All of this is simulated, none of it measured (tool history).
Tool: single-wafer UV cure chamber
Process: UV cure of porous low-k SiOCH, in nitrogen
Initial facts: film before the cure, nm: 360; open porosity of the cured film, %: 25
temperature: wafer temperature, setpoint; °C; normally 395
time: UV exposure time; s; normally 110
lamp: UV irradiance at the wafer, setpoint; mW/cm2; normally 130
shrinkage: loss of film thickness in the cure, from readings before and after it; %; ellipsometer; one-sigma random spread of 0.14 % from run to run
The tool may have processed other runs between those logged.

{"run": 1, "hour": 0.0, "temperature": 395, "time": 110, "lamp": 130, "shrinkage": 10.264}
{"hour": 6.4, "done": "quartz window cleaned"}
{"run": 2, "hour": 6.9, "temperature": 395, "time": 110, "lamp": 130, "shrinkage": 10.045}
{"run": 3, "hour": 21.1, "temperature": 395, "time": 110, "lamp": 130, "shrinkage": 9.883}
{"run": 4, "hour": 54.9, "temperature": 404, "time": 110, "lamp": 130, "shrinkage": 10.254}
{"run": 5, "hour": 70.1, "temperature": 404, "time": 110, "lamp": 130, "shrinkage": 10.257}
{"run": 6, "hour": 78.5, "temperature": 395, "time": 110, "lamp": 130, "shrinkage": 10.063}
{"run": 7, "hour": 86.6, "temperature": 395, "time": 110, "lamp": 130, "shrinkage": 10.044}
{"run": 8, "hour": 101.9, "temperature": 395, "time": 110, "lamp": 130, "shrinkage": 9.795}
{"run": 9, "hour": 117.5, "temperature": 395, "time": 110, "lamp": 130, "shrinkage": 9.994}
{"run": 10, "hour": 129.5, "temperature": 395, "time": 110, "lamp": 130, "shrinkage": 10.169}
{"run": 11, "hour": 144.1, "temperature": 395, "time": 110, "lamp": 130, "shrinkage": 10.312}
{"run": 12, "hour": 160.2, "temperature": 395, "time": 110, "lamp": 130, "shrinkage": 9.727}
{"run": 13, "hour": 178.0, "temperature": 395, "time": 110, "lamp": 130, "shrinkage": 10.037}
{"run": 14, "hour": 185.2, "temperature": 395, "time": 110, "lamp": 130, "shrinkage": 10.126}
{"run": 15, "hour": 198.7, "temperature": 395, "time": 110, "lamp": 130, "shrinkage": 10.009}
{"run": 16, "hour": 216.0, "temperature": 395, "time": 110, "lamp": 151, "shrinkage": 10.442}
{"hour": 234.8, "done": "UV bulbs replaced"}
{"run": 17, "hour": 235.3, "temperature": 385, "time": 110, "lamp": 130, "shrinkage": 9.834}
{"run": 18, "hour": 263.8, "temperature": 377, "time": 110, "lamp": 92, "shrinkage": 8.192}
{"run": 19, "hour": 277.1, "temperature": 395, "time": 55, "lamp": 130, "shrinkage": 7.064}
{"hour": 292.2, "done": "quartz window cleaned"}
{"run": 20, "hour": 292.7, "temperature": 382, "time": 95, "lamp": 154, "shrinkage": 9.763}
{"run": 21, "hour": 305.6, "temperature": 395, "time": 110, "lamp": 130, "shrinkage": 9.957}
{"run": 22, "hour": 346.9, "temperature": 395, "time": 110, "lamp": 163, "shrinkage": 11.107}
{"run": 23, "hour": 363.0, "temperature": 409, "time": 70, "lamp": 130, "shrinkage": 8.144}
{"run": 24, "hour": 378.3, "temperature": 395, "time": 110, "lamp": 144, "shrinkage": 10.521}
{"run": 25, "hour": 394.5, "temperature": 406, "time": 110, "lamp": 130, "shrinkage": 10.354}
{"run": 26, "hour": 401.5, "temperature": 377, "time": 110, "lamp": 130, "shrinkage": 9.543}
{"run": 27, "hour": 413.4, "temperature": 401, "time": 150, "lamp": 107, "shrinkage": 10.436}
{"run": 28, "hour": 422.3, "temperature": 395, "time": 110, "lamp": 130, "shrinkage": 10.095}
{"run": 29, "hour": 452.6, "temperature": 376, "time": 110, "lamp": 99, "shrinkage": 8.422}
{"run": 30, "hour": 460.5, "temperature": 395, "time": 110, "lamp": 130, "shrinkage": 9.948}

What was the tool's hidden state at every run in the log?
lamp output below its setpoint, %: 0 across all the runs
transmission lost against a clean window, %: 0 across all the runs
